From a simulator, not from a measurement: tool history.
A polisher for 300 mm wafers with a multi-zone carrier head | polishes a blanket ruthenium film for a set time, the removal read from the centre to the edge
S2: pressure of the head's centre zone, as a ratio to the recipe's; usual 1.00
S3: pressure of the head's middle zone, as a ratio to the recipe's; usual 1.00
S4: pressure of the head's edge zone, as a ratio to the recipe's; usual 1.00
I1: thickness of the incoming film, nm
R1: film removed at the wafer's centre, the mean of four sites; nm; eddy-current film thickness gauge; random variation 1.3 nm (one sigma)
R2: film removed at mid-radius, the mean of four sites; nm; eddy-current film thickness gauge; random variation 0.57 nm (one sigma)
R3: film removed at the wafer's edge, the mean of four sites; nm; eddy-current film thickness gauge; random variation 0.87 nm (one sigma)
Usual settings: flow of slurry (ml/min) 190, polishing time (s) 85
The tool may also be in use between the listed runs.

run 1 hour=0.0 | flow_of_slurry_(ml/min)=190 S2=1.00 S3=1.00 S4=1.00 polishing_time_(s)=85 | I1=597.5 | R1=96.4 R2=90.0 R3=90.9
-- hour=6.8 slurry nozzle cleaned
run 2 hour=58.1 | flow_of_slurry_(ml/min)=190 S2=1.11 S3=1.00 S4=0.88 polishing_time_(s)=85 | I1=592.6 | R1=110.1 R2=88.9 R3=85.2
run 3 hour=83.6 | flow_of_slurry_(ml/min)=190 S2=1.00 S3=1.03 S4=1.12 polishing_time_(s)=85 | I1=599.0 | R1=96.1 R2=91.7 R3=94.1
run 4 hour=123.0 | flow_of_slurry_(ml/min)=190 S2=1.00 S3=0.94 S4=1.00 polishing_time_(s)=85 | I1=608.3 | R1=97.4 R2=86.1 R3=89.9
run 5 hour=149.3 | flow_of_slurry_(ml/min)=130 S2=1.00 S3=1.00 S4=1.00 polishing_time_(s)=85 | I1=595.3 | R1=93.5 R2=84.2 R3=85.6
run 6 hour=175.6 | flow_of_slurry_(ml/min)=190 S2=1.00 S3=1.00 S4=1.00 polishing_time_(s)=105 | I1=612.4 | R1=123.5 R2=111.0 R3=112.5
run 7 hour=220.7 | flow_of_slurry_(ml/min)=235 S2=1.00 S3=1.00 S4=0.96 polishing_time_(s)=58 | I1=586.8 | R1=70.6 R2=62.7 R3=62.5
-- hour=247.0 edge zone pressure recalibrated
run 8 hour=273.9 | flow_of_slurry_(ml/min)=215 S2=1.00 S3=1.00 S4=1.00 polishing_time_(s)=67 | I1=599.1 | R1=80.5 R2=72.4 R3=71.7
-- hour=294.2 worn pad replaced by a new one
-- hour=295.7 centre zone pressure recalibrated
run 9 hour=466.4 | flow_of_slurry_(ml/min)=190 S2=1.12 S3=0.90 S4=1.00 polishing_time_(s)=85 | I1=604.7 | R1=107.3 R2=83.3 R3=89.4
-- hour=492.2 carrier head's membrane replaced by a new one
run 10 hour=493.4 | flow_of_slurry_(ml/min)=165 S2=1.09 S3=1.00 S4=1.00 polishing_time_(s)=85 | I1=587.7 | R1=100.4 R2=87.4 R3=88.6
-- hour=511.6 slurry nozzle cleaned
run 11 hour=557.7 | flow_of_slurry_(ml/min)=255 S2=0.94 S3=1.03 S4=1.00 polishing_time_(s)=74 | I1=597.8 | R1=82.2 R2=83.6 R3=81.8
run 12 hour=621.5 | flow_of_slurry_(ml/min)=190 S2=1.06 S3=1.05 S4=1.00 polishing_time_(s)=85 | I1=599.8 | R1=106.4 R2=93.4 R3=89.9
run 13 hour=674.5 | flow_of_slurry_(ml/min)=190 S2=1.00 S3=1.00 S4=1.00 polishing_time_(s)=85 | I1=601.0 | R1=100.1 R2=88.9 R3=90.8
-- hour=725.0 centre zone pressure recalibrated
run 14 hour=739.6 | flow_of_slurry_(ml/min)=190 S2=1.00 S3=1.00 S4=1.00 polishing_time_(s)=110 | I1=596.2 | R1=121.7 R2=115.7 R3=116.3
-- hour=787.9 worn pad replaced by a new one
run 15 hour=805.4 | flow_of_slurry_(ml/min)=190 S2=0.95 S3=1.00 S4=1.00 polishing_time_(s)=85 | I1=590.4 | R1=89.8 R2=90.8 R3=89.6

The next listed run, before its measurement:
run 16 hour=833.0 | flow_of_slurry_(ml/min)=190 S2=1.00 S3=1.00 S4=1.00 polishing_time_(s)=85 | I1=588.6 | R1=? R2=? R3=?

R1: 93.1 nm
R2: 89.5 nm
R3: 91.0 nm
Without the tool's hidden state the same run would have given R1 89.2 nm, R2 89.5 nm, R3 91.0 nm.
